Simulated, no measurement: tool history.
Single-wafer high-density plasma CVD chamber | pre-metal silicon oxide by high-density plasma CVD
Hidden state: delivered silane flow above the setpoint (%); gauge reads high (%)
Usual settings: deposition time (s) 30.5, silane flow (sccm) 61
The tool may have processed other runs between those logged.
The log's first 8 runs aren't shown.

run   hour  deposition time (s)  silane flow (sccm)  wafers since the last listed run  hours since the silane flow controller was replaced  hours since the gauge calibration  read-back reference wafer on the same gauge, thickness_nm  mean film thickness on the monitor wafer (angstrom)
  9  267.1                 30.5                  61                               145                                                  8.5                              599.1                                                    176.933                                              1777.74
 10  285.4                 30.5                  61                               331                                                 26.8                              617.4                                                    177.125                                              1778.86
 11  313.6                 30.5                  61                               511                                                 55.0                              645.6                                                    176.947                                              1779.61
 12  328.3                 30.5                  61                               266                                                 69.7                              660.3                                                    177.055                                              1774.45
 13  359.7                 30.5                  61                               569                                                101.1                              691.7                                                    177.088                                              1780.37
 14  388.3                 30.5                  61                               518                                                129.7                              720.3                                                    177.168                                              1781.01
 15  416.7                 30.5                  61                               514                                                158.1                              748.7                                                    177.100                                              1777.52
     422.5  -- gauge calibrated
 16  432.0                 25.8                  64                               277                                                173.4                                9.5                                                    177.080                                              1572.80
 17  458.6                 27.0                  50                               482                                                200.0                               36.1                                                    176.992                                              1323.08
 18  476.2                 30.5                  61                               319                                                217.6                               53.7                                                    176.972                                              1784.11
 19  496.2                 36.5                  56                               362                                                237.6                               73.7                                                    176.908                                              1980.26
 20  515.0                 25.1                  65                               340                                                256.4                               92.5                                                    176.990                                              1555.80
 21  531.2                 30.5                  61                               293                                                272.6                              108.7                                                    176.902                                              1781.37
 22  553.4                 27.5                  54                               402                                                294.8                              130.9                                                    176.994                                              1438.69
 23  587.3                 25.5                  58                               614                                                328.7                              164.8                                                    177.047                                              1427.00
 24  603.7                 24.8                  51                               297                                                345.1                              181.2                                                    176.876                                              1235.43
 25  624.6                 30.5                  61                               378                                                366.0                              202.1                                                    176.973                                              1786.16
 26  655.5                 34.6                  69                               560                                                396.9                              233.0                                                    176.949                                              2266.13
 27  675.9                 33.1                  69                               369                                                417.3                              253.4                                                    176.972                                              2172.16
 28  698.9                 25.6                  57                               416                                                440.3                              276.4                                                    176.856                                              1411.72
 29  719.2                 24.6                  65                               368                                                460.6                              296.7                                                    176.950                                              1526.43
 30  732.7                 30.5                  61                               244                                                474.1                              310.2                                                    177.021                                              1787.86
 31  762.9                 26.7                  55                               547                                                504.3                              340.4                                                    176.950                                              1425.42

Predict each of these 5 candidate next runs independently; none follows another, all start after run 31:
  A  763.3                 30.5                  61                                 7                                                504.7                              340.8                                                          ?                                                    ?
  B  763.3                 34.4                  52                                 7                                                504.7                              340.8                                                          ?                                                    ?
  C  763.3                 34.5                  68                                 7                                                504.7                              340.8                                                          ?                                                    ?
  D  763.3                 25.5                  54                                 7                                                504.7                              340.8                                                          ?                                                    ?
  E  763.3                 24.5                  72                                 7                                                504.7                              340.8                                                          ?                                                    ?

run  read-back reference wafer on the same gauge, thickness_nm  mean film thickness on the monitor wafer (angstrom)
  A                                                    177.017                                              1784.51
  B                                                    177.017                                              1744.13
  C                                                    177.017                                              2228.03
  D                                                    177.017                                              1337.13
  E                                                    177.017                                              1667.24
With no hidden state in the tool, these same runs would have given:
run  mean film thickness on the monitor wafer (angstrom)
  A                                              1771.79
  B                                              1731.70
  C                                              2212.15
  D                                              1327.60
  E                                              1655.35
